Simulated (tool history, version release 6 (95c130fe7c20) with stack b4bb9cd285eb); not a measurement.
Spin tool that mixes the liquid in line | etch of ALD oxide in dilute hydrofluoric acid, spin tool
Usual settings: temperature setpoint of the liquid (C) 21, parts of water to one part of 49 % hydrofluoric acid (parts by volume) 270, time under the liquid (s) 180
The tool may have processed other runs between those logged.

run   hour  temperature setpoint of the liquid (C)  parts of water to one part of 49 % hydrofluoric acid (parts by volume)  time under the liquid (s)  read-back film thickness of the ALD oxide reference wafer, read on the same gauge (nm)  thickness taken off the ALD oxide on a monitor wafer (angstrom)
  1      0                                      21                                                                     270                        180                                                                                  90.017                                                            48.33
  2     14                                      21                                                                     200                        180                                                                                  90.026                                                            70.69
  3   21.8                                      21                                                                     200                        180                                                                                  89.993                                                            71.14
  4   36.4                                      21                                                                     200                        180                                                                                  90.025                                                            70.29
  5   44.9                                    19.5                                                                     270                        180                                                                                  89.943                                                            46.07
  6   60.4                                    19.5                                                                     270                        180                                                                                  89.984                                                            46.09
  7   74.8                                      21                                                                     270                        180                                                                                  90.017                                                            48.22
      82.9  -- hydrofluoric acid flow meter replaced
  8   92.6                                      22                                                                     270                        180                                                                                   90.02                                                            50.21
  9  104.7                                      22                                                                     270                        180                                                                                  89.945                                                            49.88
 10  116.3                                      21                                                                     270                        180                                                                                   90.01                                                            48.44
 11  131.4                                    19.5                                                                     345                        115                                                                                  89.991                                                            21.75
 12  145.7                                      21                                                                     270                        180                                                                                  90.069                                                            47.88
 13  152.2                                      21                                                                     170                        180                                                                                  90.013                                                             84.7
 14  164.7                                      23                                                                     270                        230                                                                                  90.032                                                            65.28
       172  -- thermometer replaced
 15  178.9                                    24.5                                                                     355                        240                                                                                  89.996                                                            49.26
 16  192.2                                      21                                                                     185                        145                                                                                  90.001                                                            57.48
     196.3  -- gauge calibrated
 17  203.3                                      21                                                                     270                        180                                                                                  90.027                                                            45.28
     213.8  -- thermometer replaced, repeated, since the last time left the tool worse
 18  220.4                                      23                                                                     270                        260                                                                                   90.05                                                            78.06
 19    262                                      21                                                                     270                        180                                                                                  90.006                                                            50.65

Consider 5 possible next runs. They are alternatives, not a sequence: every one starts from the tool as it was left by run 19. What does each give?
  A  262.5                                      21                                                                     270                        180                                                                                       ?                                                                ?
  B  262.5                                      21                                                                     225                        180                                                                                       ?                                                                ?
  C  262.5                                    24.5                                                                     270                        285                                                                                       ?                                                                ?
  D  262.5                                    22.5                                                                     145                        180                                                                                       ?                                                                ?
  E  262.5                                      18                                                                     270                        145                                                                                       ?                                                                ?

run  read-back film thickness of the ALD oxide reference wafer, read on the same gauge (nm)  thickness taken off the ALD oxide on a monitor wafer (angstrom)
  A                                                                                   90.01                                                            50.58
  B                                                                                   90.01                                                            63.36
  C                                                                                   90.01                                                            90.83
  D                                                                                   90.01                                                           113.14
  E                                                                                   90.01                                                            36.42
With no hidden state in the tool, these same runs would have given:
run  thickness taken off the ALD oxide on a monitor wafer (angstrom)
  A                                                            50.88
  B                                                            63.74
  C                                                            91.34
  D                                                           113.85
  E                                                            36.64

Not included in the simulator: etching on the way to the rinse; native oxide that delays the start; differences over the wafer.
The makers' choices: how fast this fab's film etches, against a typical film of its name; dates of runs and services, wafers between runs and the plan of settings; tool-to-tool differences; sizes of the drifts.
